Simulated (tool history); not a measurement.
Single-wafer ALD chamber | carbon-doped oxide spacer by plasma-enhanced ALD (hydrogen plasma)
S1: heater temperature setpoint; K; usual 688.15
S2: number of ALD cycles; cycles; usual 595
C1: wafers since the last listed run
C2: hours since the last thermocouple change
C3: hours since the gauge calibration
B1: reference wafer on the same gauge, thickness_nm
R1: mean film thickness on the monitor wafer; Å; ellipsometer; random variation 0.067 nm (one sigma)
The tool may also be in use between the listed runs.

run     day      S1   S2  C1      C2     C3      B1      R1
  1       0  688.15  595   0  2232.6  359.2  25.539  269.73
  2   0.792  688.15  595  16  2251.6  378.2  25.521  268.89
  3   1.971  688.15  595  24  2279.9  406.5  25.475  268.06
  4   3.108  688.15  595  23  2307.2  433.8  25.495  270.18
  5    4.35  688.15  595  25    2337  463.6  25.509   270.2
  6   5.392  688.15  595  21    2362  488.6  25.525  268.46
  7   6.112  688.15  595  14  2379.3  505.9  25.491   268.7
  8   8.279  688.15  595  44  2431.3  557.9  25.467     269
  9    9.65  688.15  595  28  2464.2  590.8   25.48  269.42
 10  10.746  688.15  595  22  2490.5  617.1   25.47  270.76
 11  11.804  688.15  595  21  2515.9  642.5  25.495  268.65
 12  12.621  688.15  595  16  2535.5  662.1  25.489  269.66
 13  13.892  688.15  595  26    2566  692.6   25.49  270.58
     14.979  -- gauge calibrated
 14  15.304  688.15  570  28  2599.9    7.8  25.522  258.37
 15  16.333  688.15  595  21  2624.6   32.5  25.509  270.39
     17.396  -- thermocouple changed; heater temperature recalibrated
 16  17.417  688.15  595  15     0.5   58.5   25.52   268.7
 17  18.183  688.15  595  15    18.9   76.9  25.493  269.84
 18  19.658  688.15  529  30    54.3  112.3  25.495  239.51
 19  20.629  692.15  489  19    77.6  135.6  25.522  218.81
 20  22.083  688.15  530  29   112.5  170.5   25.52  239.04
 21  23.512  677.15  695  29   146.8  204.8  25.496  324.05
 22  24.996  700.15  595  30   182.4  240.4  25.487  260.24
 23  26.246  688.15  595  25   212.4  270.4  25.504  269.16
 24  27.317  700.15  556  21   238.1  296.1  25.514  243.48
 25  27.854  688.15  595  11     251    309  25.515  269.44
 26  28.971  682.15  696  22   277.8  335.8  25.498  321.92
 27  30.283  688.15  518  26   309.3  367.3  25.487  235.27
 28  31.288  688.15  561  20   333.4  391.4   25.48  254.32
 29  32.612  677.15  627  27   365.2  423.2  25.509  293.21
 30  36.196  700.15  641  73   451.2  509.2   25.52   280.6
 31  37.492  681.15  645  26   482.3  540.3   25.51  297.57
 32  40.962  688.15  595  71   565.6  623.6  25.499  269.35
 33   41.55  678.15  595  12   579.7  637.7  25.483  276.13
 34  42.658  688.15  595  22   606.3  664.3  25.475  269.33
 35  43.875  694.15  595  24   635.5  693.5  25.525  264.52
 36  44.688  677.15  643  16     655    713  25.497  299.87

What the log doesn't show, run by run:
wafer temperature above the value expected at the setpoint (K): 0 in every run
gauge reads high (%): 0 in every run
